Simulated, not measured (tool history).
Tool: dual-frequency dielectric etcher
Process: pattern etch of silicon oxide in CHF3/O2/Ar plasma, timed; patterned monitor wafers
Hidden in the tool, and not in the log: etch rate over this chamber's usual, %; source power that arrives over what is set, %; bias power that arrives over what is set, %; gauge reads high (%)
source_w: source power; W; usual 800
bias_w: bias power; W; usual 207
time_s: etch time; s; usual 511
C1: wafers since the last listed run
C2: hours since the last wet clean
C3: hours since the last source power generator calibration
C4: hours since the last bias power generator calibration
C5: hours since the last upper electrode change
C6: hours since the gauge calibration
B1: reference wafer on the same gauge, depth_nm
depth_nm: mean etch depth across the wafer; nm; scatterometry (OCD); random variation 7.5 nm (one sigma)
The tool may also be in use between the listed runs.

Run 1, hour 0: usual settings; C1 0; C2 301.8; C3 2231.7; C4 3140.4; C5 2153; C6 1603.2; B1 1264.1. Result: depth_nm 1135 nm.
At hour 67.5: upper electrode replaced.
Run 2, hour 68: usual settings; C1 168; C2 369.8; C3 2299.7; C4 3208.4; C5 0.5; C6 1671.2; B1 1260.9. Result: depth_nm 1140.8 nm.
Run 3, hour 114.5: usual settings; C1 177; C2 416.3; C3 2346.2; C4 3254.9; C5 47; C6 1717.7; B1 1254.8. Result: depth_nm 1125.6 nm.
At hour 154.1: bias power generator calibrated.
Run 4, hour 166.9: usual settings; C1 184; C2 468.7; C3 2398.6; C4 12.8; C5 99.4; C6 1770.1; B1 1253.4. Result: depth_nm 1130.6 nm.
At hour 175.6: gauge calibrated.
Run 5, hour 194: usual settings; C1 103; C2 495.8; C3 2425.7; C4 39.9; C5 126.5; C6 18.4; B1 1351.2. Result: depth_nm 1208.8 nm.
Run 6, hour 246.7: usual settings; C1 201; C2 548.5; C3 2478.4; C4 92.6; C5 179.2; C6 71.1; B1 1349.5. Result: depth_nm 1216 nm.
At hour 297.3: wet clean of the chamber.
Run 7, hour 297.8: usual settings; C1 103; C2 0.5; C3 2529.5; C4 143.7; C5 230.3; C6 122.2; B1 1353.1. Result: depth_nm 1210.9 nm.
Run 8, hour 314.2: usual settings but source_w 620 W, bias_w 233 W; C1 62; C2 16.9; C3 2545.9; C4 160.1; C5 246.7; C6 138.6; B1 1353.1. Result: depth_nm 1109.5 nm.
At hour 329.9: source power generator calibrated.
Run 9, hour 343.8: usual settings but source_w 700 W, bias_w 232 W, time_s 392.5 s; C1 97; C2 46.5; C3 13.9; C4 189.7; C5 276.3; C6 168.2; B1 1352.2. Result: depth_nm 901.6 nm.
Run 10, hour 380.2: usual settings but time_s 566.5 s; C1 139; C2 82.9; C3 50.3; C4 226.1; C5 312.7; C6 204.6; B1 1348.6. Result: depth_nm 1333.4 nm.
Run 11, hour 429.3: usual settings; C1 187; C2 132; C3 99.4; C4 275.2; C5 361.8; C6 253.7; B1 1349.3. Result: depth_nm 1209.7 nm.
Run 12, hour 500.2: usual settings but bias_w 172 W; C1 270; C2 202.9; C3 170.3; C4 346.1; C5 432.7; C6 324.6; B1 1344.9. Result: depth_nm 1136.8 nm.
Run 13, hour 565.8: usual settings but source_w 940 W, time_s 601 s; C1 250; C2 268.5; C3 235.9; C4 411.7; C5 498.3; C6 390.2; B1 1347.7. Result: depth_nm 1542.8 nm.
Run 14, hour 591.9: usual settings but source_w 610 W; C1 99; C2 294.6; C3 262; C4 437.8; C5 524.4; C6 416.3; B1 1345.6. Result: depth_nm 1052.1 nm.
Run 15, hour 647.3: usual settings; C1 211; C2 350; C3 317.4; C4 493.2; C5 579.8; C6 471.7; B1 1342.3. Result: depth_nm 1203.6 nm.
Run 16, hour 677: usual settings but time_s 577.5 s; C1 113; C2 379.7; C3 347.1; C4 522.9; C5 609.5; C6 501.4; B1 1342.1. Result: depth_nm 1355.8 nm.
Run 17, hour 743.8: usual settings but source_w 750 W, time_s 566 s; C1 255; C2 446.5; C3 413.9; C4 589.7; C5 676.3; C6 568.2; B1 1340.8. Result: depth_nm 1297.1 nm.
Run 18, hour 804.9: usual settings but source_w 740 W; C1 233; C2 507.6; C3 475; C4 650.8; C5 737.4; C6 629.3; B1 1339.6. Result: depth_nm 1167.9 nm.
At hour 845: wet clean of the chamber.
Run 19, hour 864.1: usual settings but source_w 630 W, bias_w 181 W, time_s 582.5 s; C1 134; C2 19.1; C3 534.2; C4 710; C5 796.6; C6 688.5; B1 1334.9. Result: depth_nm 1174.9 nm.
Run 20, hour 928.5: usual settings; C1 246; C2 83.5; C3 598.6; C4 774.4; C5 861; C6 752.9; B1 1335.3. Result: depth_nm 1201.3 nm.
Run 21, hour 975.9: usual settings; C1 181; C2 130.9; C3 646; C4 821.8; C5 908.4; C6 800.3; B1 1332.2. Result: depth_nm 1196.1 nm.
Run 22, hour 1009.8: usual settings but source_w 740 W, bias_w 226 W; C1 129; C2 164.8; C3 679.9; C4 855.7; C5 942.3; C6 834.2; B1 1332.7. Result: depth_nm 1197.8 nm.
Run 23, hour 1069.5: usual settings; C1 228; C2 224.5; C3 739.6; C4 915.4; C5 1002; C6 893.9; B1 1327.7. Result: depth_nm 1199.7 nm.
Run 24, hour 1100: usual settings but source_w 670 W, bias_w 246 W, time_s 459 s; C1 116; C2 255; C3 770.1; C4 945.9; C5 1032.5; C6 924.4; B1 1330.4. Result: depth_nm 1045.3 nm.
Run 25, hour 1128.1: usual settings but source_w 660 W, bias_w 169 W, time_s 365 s; C1 107; C2 283.1; C3 798.2; C4 974; C5 1060.6; C6 952.5; B1 1331.5. Result: depth_nm 731.7 nm.
Run 26, hour 1158.7: usual settings; C1 116; C2 313.7; C3 828.8; C4 1004.6; C5 1091.2; C6 983.1; B1 1320.2. Result: depth_nm 1196.4 nm.
Run 27, hour 1218.8: usual settings but source_w 730 W, bias_w 232 W, time_s 613 s; C1 229; C2 373.8; C3 888.9; C4 1064.7; C5 1151.3; C6 1043.2; B1 1317.9. Result: depth_nm 1413.4 nm.
Run 28, hour 1284.9: usual settings but source_w 990 W, bias_w 249 W; C1 252; C2 439.9; C3 955; C4 1130.8; C5 1217.4; C6 1109.3; B1 1322.6. Result: depth_nm 1365.5 nm.

5 ways to go on from here, each from the tool as it stands after run 28. What would each give?
Run A, hour 1285.5: usual settings but time_s 600.5 s; C1 2; C2 440.5; C3 955.6; C4 1131.4; C5 1218; C6 1109.9; B1 ?. Result: depth_nm ?.
Run B, hour 1285.5: usual settings but source_w 1000 W, time_s 606 s; C1 2; C2 440.5; C3 955.6; C4 1131.4; C5 1218; C6 1109.9; B1 ?. Result: depth_nm ?.
Run C, hour 1285.5: usual settings but source_w 880 W, bias_w 233 W, time_s 641.5 s; C1 2; C2 440.5; C3 955.6; C4 1131.4; C5 1218; C6 1109.9; B1 ?. Result: depth_nm ?.
Run D, hour 1285.5: usual settings but bias_w 240 W, time_s 627 s; C1 2; C2 440.5; C3 955.6; C4 1131.4; C5 1218; C6 1109.9; B1 ?. Result: depth_nm ?.
Run E, hour 1285.5: usual settings but source_w 710 W, bias_w 177 W, time_s 430 s; C1 2; C2 440.5; C3 955.6; C4 1131.4; C5 1218; C6 1109.9; B1 ?. Result: depth_nm ?.

run    B1  depth_nm
  A  1316    1378.7
  B  1316    1538.9
  C  1316    1593.9
  D  1316    1505.6
  E  1316       892
Without the tool's hidden state the same runs would have given:
run  depth_nm
  A    1400.5
  B    1563.3
  C    1619.1
  D    1529.5
  E     906.1
